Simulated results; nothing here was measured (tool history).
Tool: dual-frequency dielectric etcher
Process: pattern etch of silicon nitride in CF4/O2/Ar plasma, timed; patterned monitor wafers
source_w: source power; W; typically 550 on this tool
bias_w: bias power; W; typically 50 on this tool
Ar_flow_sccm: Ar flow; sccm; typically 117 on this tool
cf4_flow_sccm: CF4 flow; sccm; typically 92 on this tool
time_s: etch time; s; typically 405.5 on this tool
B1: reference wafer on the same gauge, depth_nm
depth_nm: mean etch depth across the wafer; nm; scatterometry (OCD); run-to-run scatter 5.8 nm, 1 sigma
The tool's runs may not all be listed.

run 1 hour=0.0 | source_w=550 bias_w=50 Ar_flow_sccm=117 cf4_flow_sccm=92 time_s=405.5 | B1=884.8 | depth_nm=878.9
run 2 hour=83.4 | source_w=550 bias_w=50 Ar_flow_sccm=117 cf4_flow_sccm=92 time_s=405.5 | B1=884.2 | depth_nm=871.8
run 3 hour=173.0 | source_w=550 bias_w=50 Ar_flow_sccm=117 cf4_flow_sccm=92 time_s=405.5 | B1=883.1 | depth_nm=892.2
run 4 hour=277.4 | source_w=550 bias_w=50 Ar_flow_sccm=117 cf4_flow_sccm=92 time_s=405.5 | B1=883.3 | depth_nm=886.4
-- hour=444.4 wet clean of the chamber
-- hour=450.6 gauge calibrated
run 5 hour=490.4 | source_w=550 bias_w=50 Ar_flow_sccm=117 cf4_flow_sccm=92 time_s=405.5 | B1=883.8 | depth_nm=887.5
-- hour=572.2 Ar flow controller replaced
-- hour=577.6 upper electrode replaced
run 6 hour=592.3 | source_w=550 bias_w=50 Ar_flow_sccm=117 cf4_flow_sccm=92 time_s=405.5 | B1=882.5 | depth_nm=886.1
-- hour=657.1 CF4 flow controller replaced
run 7 hour=664.3 | source_w=550 bias_w=50 Ar_flow_sccm=117 cf4_flow_sccm=92 time_s=405.5 | B1=883.7 | depth_nm=902.1
-- hour=670.6 source power generator calibrated
run 8 hour=744.5 | source_w=550 bias_w=50 Ar_flow_sccm=117 cf4_flow_sccm=108 time_s=325.0 | B1=885.1 | depth_nm=747.0
-- hour=769.4 bias power generator calibrated
-- hour=871.7 wet clean of the chamber
run 9 hour=880.6 | source_w=500 bias_w=50 Ar_flow_sccm=126 cf4_flow_sccm=92 time_s=405.5 | B1=884.2 | depth_nm=782.3
run 10 hour=964.3 | source_w=550 bias_w=50 Ar_flow_sccm=117 cf4_flow_sccm=92 time_s=405.5 | B1=883.6 | depth_nm=872.1
run 11 hour=1005.4 | source_w=510 bias_w=50 Ar_flow_sccm=117 cf4_flow_sccm=92 time_s=405.5 | B1=883.3 | depth_nm=809.3
run 12 hour=1078.9 | source_w=550 bias_w=50 Ar_flow_sccm=117 cf4_flow_sccm=92 time_s=405.5 | B1=883.3 | depth_nm=891.5
run 13 hour=1134.6 | source_w=660 bias_w=40 Ar_flow_sccm=89 cf4_flow_sccm=92 time_s=405.5 | B1=885.0 | depth_nm=1058.9
run 14 hour=1195.4 | source_w=430 bias_w=50 Ar_flow_sccm=117 cf4_flow_sccm=92 time_s=405.5 | B1=881.7 | depth_nm=713.9
run 15 hour=1235.3 | source_w=550 bias_w=50 Ar_flow_sccm=117 cf4_flow_sccm=81 time_s=355.0 | B1=885.3 | depth_nm=780.5

What if the next run were any one of these 3? Each begins from the tool's condition after run 15:
run A hour=1235.8 | source_w=550 bias_w=50 Ar_flow_sccm=117 cf4_flow_sccm=100 time_s=405.5 | B1=? | depth_nm=?
run B hour=1235.8 | source_w=550 bias_w=50 Ar_flow_sccm=106 cf4_flow_sccm=92 time_s=405.5 | B1=? | depth_nm=?
run C hour=1235.8 | source_w=460 bias_w=58 Ar_flow_sccm=117 cf4_flow_sccm=98 time_s=405.5 | B1=? | depth_nm=?

run=A B1=883.5 depth_nm=924.2
run=B B1=883.5 depth_nm=919.2
run=C B1=883.5 depth_nm=797.5
With the hidden condition removed and each run's random variation left untouched, the same runs would have given:
run=A depth_nm=885.5
run=B depth_nm=880.7
run=C depth_nm=764.0

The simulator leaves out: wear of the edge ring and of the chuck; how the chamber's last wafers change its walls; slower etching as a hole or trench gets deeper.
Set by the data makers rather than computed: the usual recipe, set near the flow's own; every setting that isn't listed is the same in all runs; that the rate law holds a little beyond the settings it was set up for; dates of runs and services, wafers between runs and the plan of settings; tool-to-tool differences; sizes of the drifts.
